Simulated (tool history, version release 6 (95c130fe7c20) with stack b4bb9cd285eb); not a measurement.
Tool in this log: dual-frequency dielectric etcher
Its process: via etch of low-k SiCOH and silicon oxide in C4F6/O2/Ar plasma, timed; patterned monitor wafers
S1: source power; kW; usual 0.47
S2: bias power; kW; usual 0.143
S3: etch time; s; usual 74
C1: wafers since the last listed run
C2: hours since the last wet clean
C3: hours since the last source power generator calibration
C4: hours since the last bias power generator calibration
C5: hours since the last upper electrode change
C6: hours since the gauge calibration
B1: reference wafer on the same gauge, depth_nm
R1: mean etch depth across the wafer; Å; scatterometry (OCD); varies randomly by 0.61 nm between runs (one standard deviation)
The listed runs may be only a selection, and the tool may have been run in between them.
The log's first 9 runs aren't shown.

Run 10, hour 240.4: usual settings; C1 263; C2 417.4; C3 1206.9; C4 2752.2; C5 3394.1; C6 363.7; B1 163.2. Result: R1 2063 Å.
Run 11, hour 266.4: usual settings; C1 365; C2 443.4; C3 1232.9; C4 2778.2; C5 3420.1; C6 389.7; B1 163. Result: R1 2071 Å.
At hour 320: upper electrode replaced.
At hour 321.2: wet clean of the chamber.
Run 12, hour 321.7: usual settings but S3 85 s; C1 423; C2 0.5; C3 1288.2; C4 2833.5; C5 1.7; C6 445; B1 163. Result: R1 2277 Å.
Run 13, hour 331.5: usual settings but S1 0.39 kW; C1 137; C2 10.3; C3 1298; C4 2843.3; C5 11.5; C6 454.8; B1 163. Result: R1 1765 Å.
Run 14, hour 349: usual settings but S1 0.39 kW; C1 246; C2 27.8; C3 1315.5; C4 2860.8; C5 29; C6 472.3; B1 163. Result: R1 1760 Å.
Run 15, hour 379.4: usual settings but S1 0.39 kW; C1 427; C2 58.2; C3 1345.9; C4 2891.2; C5 59.4; C6 502.7; B1 163.1. Result: R1 1768 Å.
Run 16, hour 408.3: usual settings; C1 406; C2 87.1; C3 1374.8; C4 2920.1; C5 88.3; C6 531.6; B1 163.1. Result: R1 2001 Å.
At hour 466.1: gauge calibrated.
Run 17, hour 507.1: usual settings but S1 0.53 kW, S2 0.161 kW, S3 62 s; C1 1390; C2 185.9; C3 1473.6; C4 3018.9; C5 187.1; C6 41; B1 163. Result: R1 1881 Å.
At hour 516: bias power generator calibrated.
Run 18, hour 542.9: usual settings but S1 0.5 kW; C1 447; C2 221.7; C3 1509.4; C4 26.9; C5 222.9; C6 76.8; B1 163. Result: R1 2114 Å.
Run 19, hour 564: usual settings but S2 0.113 kW, S3 80.5 s; C1 296; C2 242.8; C3 1530.5; C4 48; C5 244; C6 97.9; B1 163. Result: R1 2069 Å.
Run 20, hour 587.4: usual settings; C1 329; C2 266.2; C3 1553.9; C4 71.4; C5 267.4; C6 121.3; B1 162.9. Result: R1 2042 Å.
Run 21, hour 615: usual settings but S2 0.128 kW; C1 388; C2 293.8; C3 1581.5; C4 99; C5 295; C6 148.9; B1 163.2. Result: R1 1974 Å.
Run 22, hour 651: usual settings but S1 0.53 kW, S3 68 s; C1 506; C2 329.8; C3 1617.5; C4 135; C5 331; C6 184.9; B1 163. Result: R1 2040 Å.
Run 23, hour 663.9: usual settings but S1 0.5 kW; C1 181; C2 342.7; C3 1630.4; C4 147.9; C5 343.9; C6 197.8; B1 163.1. Result: R1 2136 Å.
At hour 701.6: source power generator calibrated.
At hour 718.1: wet clean of the chamber.
Run 24, hour 718.6: usual settings but S1 0.41 kW, S2 0.121 kW, S3 56.5 s; C1 480; C2 0.5; C3 17; C4 202.6; C5 398.6; C6 252.5; B1 163. Result: R1 1302 Å.
Run 25, hour 788.8: usual settings but S1 0.41 kW, S2 0.174 kW, S3 66 s; C1 987; C2 70.7; C3 87.2; C4 272.8; C5 468.8; C6 322.7; B1 163.1. Result: R1 1691 Å.
Run 26, hour 816.8: usual settings but S1 0.38 kW, S2 0.161 kW, S3 84.5 s; C1 394; C2 98.7; C3 115.2; C4 300.8; C5 496.8; C6 350.7; B1 163. Result: R1 2027 Å.
Run 27, hour 849.4: usual settings; C1 458; C2 131.3; C3 147.8; C4 333.4; C5 529.4; C6 383.3; B1 163. Result: R1 1977 Å.
Run 28, hour 862.4: usual settings but S1 0.35 kW, S2 0.126 kW, S3 89.5 s; C1 182; C2 144.3; C3 160.8; C4 346.4; C5 542.4; C6 396.3; B1 163. Result: R1 1896 Å.
Run 29, hour 899.5: usual settings but S1 0.53 kW, S2 0.154 kW, S3 88.5 s; C1 522; C2 181.4; C3 197.9; C4 383.5; C5 579.5; C6 433.4; B1 163. Result: R1 2603 Å.
Run 30, hour 914.3: usual settings; C1 208; C2 196.2; C3 212.7; C4 398.3; C5 594.3; C6 448.2; B1 163.1. Result: R1 1981 Å.
Run 31, hour 933: usual settings but S1 0.42 kW, S2 0.168 kW, S3 85 s; C1 263; C2 214.9; C3 231.4; C4 417; C5 613; C6 466.9; B1 162.9. Result: R1 2237 Å.

Predict each of these 3 candidate next runs independently; none follows another, all start after run 31:
Run A, hour 933.4: usual settings but S3 83.5 s; C1 5; C2 215.3; C3 231.8; C4 417.4; C5 613.4; C6 467.3; B1 ?. Result: R1 ?.
Run B, hour 933.4: usual settings but S1 0.55 kW; C1 5; C2 215.3; C3 231.8; C4 417.4; C5 613.4; C6 467.3; B1 ?. Result: R1 ?.
Run C, hour 933.4: usual settings but S1 0.53 kW, S3 63.5 s; C1 5; C2 215.3; C3 231.8; C4 417.4; C5 613.4; C6 467.3; B1 ?. Result: R1 ?.

run     B1    R1
  A  163.1  2236
  B  163.1  2175
  C  163.1  1827
With no hidden state in the tool, these same runs would have given:
run    R1
  A  2201
  B  2141
  C  1798
